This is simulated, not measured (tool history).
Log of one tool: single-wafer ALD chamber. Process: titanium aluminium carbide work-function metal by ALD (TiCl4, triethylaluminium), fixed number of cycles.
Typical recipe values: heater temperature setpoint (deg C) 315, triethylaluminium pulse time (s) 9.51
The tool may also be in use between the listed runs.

run	hour	heater temperature setpoint (deg C)	triethylaluminium pulse time (s)	read-back reference wafer on the same gauge, thickness_nm	mean film thickness on the monitor wafer (Å)
1	0	315	7.93	2.545	20.28
2	37.8	315	9.51	2.539	21.3
3	80.3	315	9.51	2.546	21.4
4	119.9	319	9.51	2.543	21.66
# hour 217.8: triethylaluminium bottle replaced
5	218.3	319	9.51	2.537	21.84
6	285.7	315	9.51	2.538	21.49
7	322.2	315	9.51	2.534	21.34
# hour 335: gauge calibrated
8	420.2	315	9.51	2.597	21.86
9	512.1	315	9.51	2.579	21.63
10	585.6	315	9.51	2.571	21.55
11	627.2	325	10.61	2.573	23.02
12	717.7	307	7.29	2.559	18.93
13	823.6	315	9.51	2.557	21.55
# hour 1107.9: triethylaluminium bottle replaced
14	1119.9	309	8.3	2.547	20.28
# hour 1261.7: thermocouple changed; heater temperature recalibrated
# hour 1280.9: gauge calibrated
15	1318.9	315	9.51	2.619	21.96
# hour 1356.9: showerhead replaced
16	1387.1	308	9.51	2.607	21.19
17	1485.5	315	7.93	2.595	20.56
18	1532.6	315	10.76	2.585	22.17
19	1573.3	323	12.54	2.582	23.17
20	1657.3	319	11.08	2.58	22.27
21	1709.1	315	9.51	2.574	21.59

What if the next run were any one of these 5? Each begins from the tool's condition after run 21:
A	1709.5	315	9.51	?	?
B	1709.5	322	7.87	?	?
C	1709.5	322	9.51	?	?
D	1709.5	306	12.27	?	?
E	1709.5	303	6.67	?	?

run	read-back reference wafer on the same gauge, thickness_nm	mean film thickness on the monitor wafer (Å)
A	2.57	21.66
B	2.57	21.05
C	2.57	22.3
D	2.57	21.48
E	2.57	17.64
Take away the tool's hidden state, keep each run's random variation, and the runs would have read:
run	mean film thickness on the monitor wafer (Å)
A	22.06
B	21.44
C	22.71
D	21.88
E	17.97
